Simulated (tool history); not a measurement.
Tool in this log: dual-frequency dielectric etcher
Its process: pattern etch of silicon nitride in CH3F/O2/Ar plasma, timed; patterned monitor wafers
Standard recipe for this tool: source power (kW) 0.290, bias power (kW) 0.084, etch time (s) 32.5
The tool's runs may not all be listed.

run    hour  source power (kW)  bias power (kW)  etch time (s)  wafers since the last listed run  hours since the last wet clean  hours since the last source power generator calibration  hours since the last bias power generator calibration  hours since the last upper electrode change  hours since the gauge calibration  read-back reference wafer on the same gauge, depth_nm  mean etch depth across the wafer (Å)
  1     0.0              0.290            0.098           32.5                                 0                            32.9                                                   2648.9                                                 3167.8                                       2028.7                              817.4                                                  18.72                                 225.1
  2    68.8              0.290            0.084           32.5                               548                           101.7                                                   2717.7                                                 3236.6                                       2097.5                              886.2                                                  18.69                                 213.6
  3   124.8              0.290            0.084           32.5                               446                           157.7                                                   2773.7                                                 3292.6                                       2153.5                              942.2                                                  18.73                                 214.0
  4   188.3              0.290            0.084           32.5                               506                           221.2                                                   2837.2                                                 3356.1                                       2217.0                             1005.7                                                  18.70                                 215.8
  5   249.6              0.290            0.084           32.5                               488                           282.5                                                   2898.5                                                 3417.4                                       2278.3                             1067.0                                                  18.70                                 215.4
  6   357.0              0.250            0.084           32.5                               855                           389.9                                                   3005.9                                                 3524.8                                       2385.7                             1174.4                                                  18.69                                 201.6
      456.8  -- wet clean of the chamber
  7   457.3              0.250            0.084           32.5                               608                             0.5                                                   3106.2                                                 3625.1                                       2486.0                             1274.7                                                  18.69                                 200.8
  8   507.6              0.290            0.084           32.5                               400                            50.8                                                   3156.5                                                 3675.4                                       2536.3                             1325.0                                                  18.70                                 213.2
      513.0  -- gauge calibrated
      567.5  -- bias power generator calibrated
  9   579.2              0.290            0.084           32.5                               538                           122.4                                                   3228.1                                                   11.7                                       2607.9                               66.2                                                  18.68                                 213.3
 10   649.6              0.290            0.084           26.0                               561                           192.8                                                   3298.5                                                   82.1                                       2678.3                              136.6                                                  18.71                                 170.8
      706.1  -- source power generator calibrated
 11   720.7              0.260            0.084           32.5                               534                           263.9                                                     14.6                                                  153.2                                       2749.4                              207.7                                                  18.69                                 204.9
 12   769.2              0.320            0.105           37.5                               386                           312.4                                                     63.1                                                  201.7                                       2797.9                              256.2                                                  18.70                                 275.2
 13   821.1              0.290            0.084           32.5                               413                           364.3                                                    115.0                                                  253.6                                       2849.8                              308.1                                                  18.70                                 216.2
      891.4  -- upper electrode replaced, of another model than before
 14   903.7              0.250            0.084           37.0                               467                           446.9                                                    197.6                                                  336.2                                         12.3                              390.7                                                  18.70                                 221.2
      973.8  -- wet clean of the chamber
 15   974.3              0.250            0.105           32.5                               371                             0.5                                                    268.2                                                  406.8                                         82.9                              461.3                                                  18.72                                 198.8
 16  1022.5              0.290            0.104           37.0                               384                            48.7                                                    316.4                                                  455.0                                        131.1                              509.5                                                  18.69                                 252.1
 17  1130.2              0.340            0.096           29.0                               858                           156.4                                                    424.1                                                  562.7                                        238.8                              617.2                                                  18.71                                 217.0
 18  1231.2              0.290            0.098           32.5                               804                           257.4                                                    525.1                                                  663.7                                        339.8                              718.2                                                  18.69                                 221.5

Here are 4 independent what-if runs from the current tool condition. What would each one return?
  A  1231.6              0.290            0.084           32.5                                 3                           257.8                                                    525.5                                                  664.1                                        340.2                              718.6                                                      ?                                     ?
  B  1231.6              0.290            0.076           32.5                                 3                           257.8                                                    525.5                                                  664.1                                        340.2                              718.6                                                      ?                                     ?
  C  1231.6              0.330            0.084           32.5                                 3                           257.8                                                    525.5                                                  664.1                                        340.2                              718.6                                                      ?                                     ?
  D  1231.6              0.340            0.101           32.5                                 3                           257.8                                                    525.5                                                  664.1                                        340.2                              718.6                                                      ?                                     ?

run  read-back reference wafer on the same gauge, depth_nm  mean etch depth across the wafer (Å)
  A                                                  18.71                                 215.0
  B                                                  18.71                                 212.0
  C                                                  18.71                                 234.1
  D                                                  18.71                                 245.1
Had the tool no hidden state, the same runs would have come out as:
run  mean etch depth across the wafer (Å)
  A                                 212.9
  B                                 210.0
  C                                 231.8
  D                                 242.7
